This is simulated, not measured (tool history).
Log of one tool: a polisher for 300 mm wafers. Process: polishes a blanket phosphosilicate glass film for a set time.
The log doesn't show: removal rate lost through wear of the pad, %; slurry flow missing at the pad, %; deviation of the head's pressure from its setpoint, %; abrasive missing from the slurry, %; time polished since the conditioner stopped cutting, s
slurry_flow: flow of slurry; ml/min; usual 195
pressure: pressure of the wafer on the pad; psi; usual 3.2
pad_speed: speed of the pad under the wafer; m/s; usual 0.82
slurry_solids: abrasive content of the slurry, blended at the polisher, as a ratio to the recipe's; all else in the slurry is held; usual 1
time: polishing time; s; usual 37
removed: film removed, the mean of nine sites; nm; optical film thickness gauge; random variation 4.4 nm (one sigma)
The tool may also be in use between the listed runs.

| run | hour | slurry_flow | pressure | pad_speed | slurry_solids | time | wafers since the last listed run | wafers polished on this pad | hours since the slurry nozzle was cleaned | hours since the head pressure was calibrated | hours since the slurry blender was calibrated | hours since the conditioning disc was replaced | incoming thickness of the incoming film, nm | removed |
|---|---|---|---|---|---|---|---|---|---|---|---|---|---|---|
| 1 | 0 | 195 | 3.2 | 0.82 | 1 | 37 | 0 | 277 | 476.7 | 422.8 | 144.4 | 88.7 | 2192.4 | 311.5 |
| 2 | 14.3 | 195 | 3.2 | 0.82 | 1 | 37 | 150 | 428 | 491 | 437.1 | 158.7 | 103 | 2204.4 | 313.1 |
|  | 17.1 | slurry blender recalibrated |
| 3 | 25.4 | 195 | 3.2 | 0.82 | 1.2 | 37 | 95 | 523 | 502.1 | 448.2 | 8.3 | 114.1 | 2174.1 | 343.3 |
| 4 | 31.6 | 195 | 3.2 | 0.82 | 1.2 | 37 | 65 | 588 | 508.3 | 454.4 | 14.5 | 120.3 | 2208 | 331.4 |
| 5 | 41.8 | 195 | 3.2 | 0.82 | 1.2 | 37 | 107 | 696 | 518.5 | 464.6 | 24.7 | 130.5 | 2192.8 | 333.4 |
|  | 55.3 | worn pad replaced by a new one |
| 6 | 55.8 | 195 | 3.2 | 0.82 | 1 | 37 | 105 | 5 | 532.5 | 478.6 | 38.7 | 144.5 | 2212.9 | 314.6 |
| 7 | 64.4 | 195 | 2.9 | 0.82 | 1 | 37 | 90 | 95 | 541.1 | 487.2 | 47.3 | 153.1 | 2210.8 | 287.9 |
| 8 | 72.1 | 195 | 2.9 | 0.82 | 1 | 37 | 80 | 176 | 548.8 | 494.9 | 55 | 160.8 | 2162.2 | 290.4 |
| 9 | 80.9 | 195 | 3.2 | 0.82 | 1 | 37 | 92 | 269 | 557.6 | 503.7 | 63.8 | 169.6 | 2170.7 | 313.7 |
| 10 | 87.1 | 195 | 3.2 | 0.82 | 1 | 37 | 65 | 334 | 563.8 | 509.9 | 70 | 175.8 | 2209.9 | 317.7 |
|  | 100.1 | head pressure recalibrated |
| 11 | 100.6 | 195 | 3.2 | 0.82 | 1 | 37 | 120 | 455 | 577.3 | 0.5 | 83.5 | 189.3 | 2183.1 | 313.8 |
| 12 | 117.5 | 195 | 3.2 | 0.82 | 1 | 37 | 177 | 633 | 594.2 | 17.4 | 100.4 | 206.2 | 2226.1 | 321.4 |
|  | 122.9 | worn pad replaced by a new one |
| 13 | 135.3 | 195 | 2.3 | 0.82 | 1 | 37 | 145 | 130 | 612 | 35.2 | 118.2 | 224 | 2210.2 | 226.3 |
| 14 | 149 | 145 | 2.5 | 0.82 | 0.7 | 37 | 144 | 274 | 625.7 | 48.9 | 131.9 | 237.7 | 2183.7 | 214.5 |
|  | 151.6 | slurry blender recalibrated |
| 15 | 157.3 | 150 | 2.3 | 1 | 1 | 33 | 66 | 340 | 634 | 57.2 | 5.7 | 246 | 2247.7 | 227.8 |
| 16 | 172.3 | 195 | 2.6 | 0.82 | 1.25 | 37 | 157 | 498 | 649 | 72.2 | 20.7 | 261 | 2223.4 | 274.2 |
| 17 | 189.8 | 195 | 3.2 | 0.82 | 1 | 37 | 183 | 682 | 666.5 | 89.7 | 38.2 | 278.5 | 2210 | 323.6 |
| 18 | 197.6 | 195 | 3.2 | 0.82 | 1 | 37 | 82 | 764 | 674.3 | 97.5 | 46 | 286.3 | 2231.7 | 309.6 |
|  | 205.7 | worn pad replaced by a new one |
|  | 207.8 | slurry nozzle cleaned |
| 19 | 213.2 | 130 | 3.2 | 0.82 | 0.75 | 37 | 111 | 68 | 5.4 | 113.1 | 61.6 | 301.9 | 2172.5 | 271.2 |
| 20 | 223.4 | 195 | 3.2 | 0.82 | 1 | 37 | 107 | 175 | 15.6 | 123.3 | 71.8 | 312.1 | 2220 | 311 |
|  | 228 | conditioning disc replaced and pad reconditioned |
| 21 | 235.2 | 195 | 2.6 | 0.82 | 1.15 | 37 | 103 | 278 | 27.4 | 135.1 | 83.6 | 7.2 | 2237.8 | 264.9 |
| 22 | 252.8 | 195 | 3.5 | 0.82 | 1 | 26 | 185 | 463 | 45 | 152.7 | 101.2 | 24.8 | 2202.6 | 243.3 |
| 23 | 266.1 | 195 | 3.2 | 0.82 | 1 | 37 | 139 | 603 | 58.3 | 166 | 114.5 | 38.1 | 2214.8 | 318.8 |
| 24 | 272.5 | 135 | 3.2 | 0.82 | 1 | 37 | 67 | 670 | 64.7 | 172.4 | 120.9 | 44.5 | 2251.2 | 303.9 |
|  | 284.9 | worn pad replaced by a new one |
| 25 | 285.4 | 195 | 3.7 | 0.82 | 1 | 37 | 93 | 5 | 77.6 | 185.3 | 133.8 | 57.4 | 2208.3 | 358 |
| 26 | 292.9 | 195 | 3.2 | 0.82 | 1 | 37 | 78 | 83 | 85.1 | 192.8 | 141.3 | 64.9 | 2239.4 | 317.4 |
|  | 300.2 | slurry blender recalibrated |
| 27 | 305.6 | 125 | 3.2 | 1 | 0.9 | 31 | 112 | 196 | 97.8 | 205.5 | 5.4 | 77.6 | 2223.5 | 284.9 |

How the hidden state differs across the entries between the runs, from the last listed run before each to the first after it:
Between runs 2 and 3: slurry blender recalibrated (hour 17.1)
  no hidden state differs between the two runs
Between runs 5 and 6: worn pad replaced by a new one (hour 55.3)
  no hidden state differs between the two runs
Between runs 10 and 11: head pressure recalibrated (hour 100.1)
  no hidden state differs between the two runs
Between runs 12 and 13: worn pad replaced by a new one (hour 122.9)
  no hidden state differs between the two runs
Between runs 14 and 15: slurry blender recalibrated (hour 151.6)
  no hidden state differs between the two runs
Between runs 18 and 19: worn pad replaced by a new one (hour 205.7); slurry nozzle cleaned (hour 207.8)
  no hidden state differs between the two runs
Between runs 20 and 21: conditioning disc replaced and pad reconditioned (hour 228)
  no hidden state differs between the two runs
Between runs 24 and 25: worn pad replaced by a new one (hour 284.9)
  no hidden state differs between the two runs
Between runs 26 and 27: slurry blender recalibrated (hour 300.2)
  no hidden state differs between the two runs
